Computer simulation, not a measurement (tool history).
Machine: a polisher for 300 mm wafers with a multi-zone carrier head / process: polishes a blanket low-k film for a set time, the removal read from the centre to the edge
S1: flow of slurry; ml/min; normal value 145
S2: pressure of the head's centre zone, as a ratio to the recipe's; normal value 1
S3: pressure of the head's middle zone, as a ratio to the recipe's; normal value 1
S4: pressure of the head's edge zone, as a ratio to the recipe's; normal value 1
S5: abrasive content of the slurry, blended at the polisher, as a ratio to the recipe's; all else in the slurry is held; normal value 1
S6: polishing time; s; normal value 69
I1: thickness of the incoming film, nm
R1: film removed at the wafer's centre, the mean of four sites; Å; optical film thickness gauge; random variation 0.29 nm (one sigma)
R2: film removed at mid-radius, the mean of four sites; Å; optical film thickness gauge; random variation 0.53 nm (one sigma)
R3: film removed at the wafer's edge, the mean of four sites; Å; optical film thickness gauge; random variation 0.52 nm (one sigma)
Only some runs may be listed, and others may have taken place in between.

run	hour	S1	S2	S3	S4	S5	S6	I1	R1	R2	R3
1	0	145	1	1.09	1	1	69	700.3	446	469	446
2	28.1	145	1	1	1	1	79	700.1	504	507	514
3	52.7	145	1	1	1.08	1.25	69	696.3	468	469	490
4	78.7	145	1.06	1	1	1	48	714.8	321	308	305
5	105.5	145	1	0.89	1	1	69	707.7	438	400	441
6	130.7	145	1	1	1.06	1	59	702.8	374	371	391
7	175.2	125	1	1.05	1.08	1	69	703.6	421	431	453
# hour 196.4: worn pad replaced by a new one
8	207.3	145	1.04	1	1	1	69	698	444	429	436
# hour 211.8: edge zone pressure recalibrated
9	221.3	170	1	1	1	1	69	713.5	442	434	456
# hour 225.3: centre zone pressure recalibrated
10	256.1	145	1	1	1	1	55	695.9	340	344	348
# hour 286.3: carrier head's membrane replaced by a new one
11	290.1	165	1	1.07	1	0.85	89	693.8	535	562	547
# hour 310.9: slurry nozzle cleaned
12	316.9	145	1	1	1	1	69	709.2	449	452	436
13	332.2	145	1	1	1	1	69	711.9	441	432	449
14	351.7	145	0.92	1	1	1	69	688.1	419	442	450
15	374.2	145	1	1	1	1.3	69	699.5	487	480	482
16	406.6	145	1	1	1	1	69	685.3	444	438	442
17	420	145	0.92	1	1	1.2	52	700.7	333	354	359
# hour 433.1: worn pad replaced by a new one
18	448.5	145	1	1	1	1	69	700.3	450	440	438
19	464.7	145	1	1	1	1	69	702.5	441	436	445
20	496.9	145	1	1.07	1	1	83	700.7	534	556	523
21	518	145	1	0.89	1	1.1	69	707.8	455	417	455
22	547.4	145	1	1	1	1	69	689.2	438	450	440

How would selected steps in R1 from run to run divide? Give the signed amount a tool lacking its hidden state would still show from settings, what came in and random variation, and the signed amount left for the hidden state, including any gauge scatter that is not in both of the compared results.
The hidden state here: removal rate lost through wear of the pad, %; slurry flow missing at the pad, %; deviation of the centre zone's pressure from its setpoint, %; deviation of the edge zone's pressure from its setpoint, %.
Run 3 -> 4: S2 1 -> 1.06, S4 1.08 -> 1, S5 1.25 -> 1, S6 69 -> 48. R1 -147 Å: hidden state +1, all else -148.
Run 10 -> 11: S1 145 -> 165, S3 1 -> 1.07, S5 1 -> 0.85, S6 55 -> 89, carrier head's membrane replaced by a new one. R1 +195 Å: hidden state -12, all else +207.
Run 11 -> 12: S1 165 -> 145, S3 1.07 -> 1, S5 0.85 -> 1, S6 89 -> 69, slurry nozzle cleaned. R1 -86 Å: hidden state +26, all else -112.
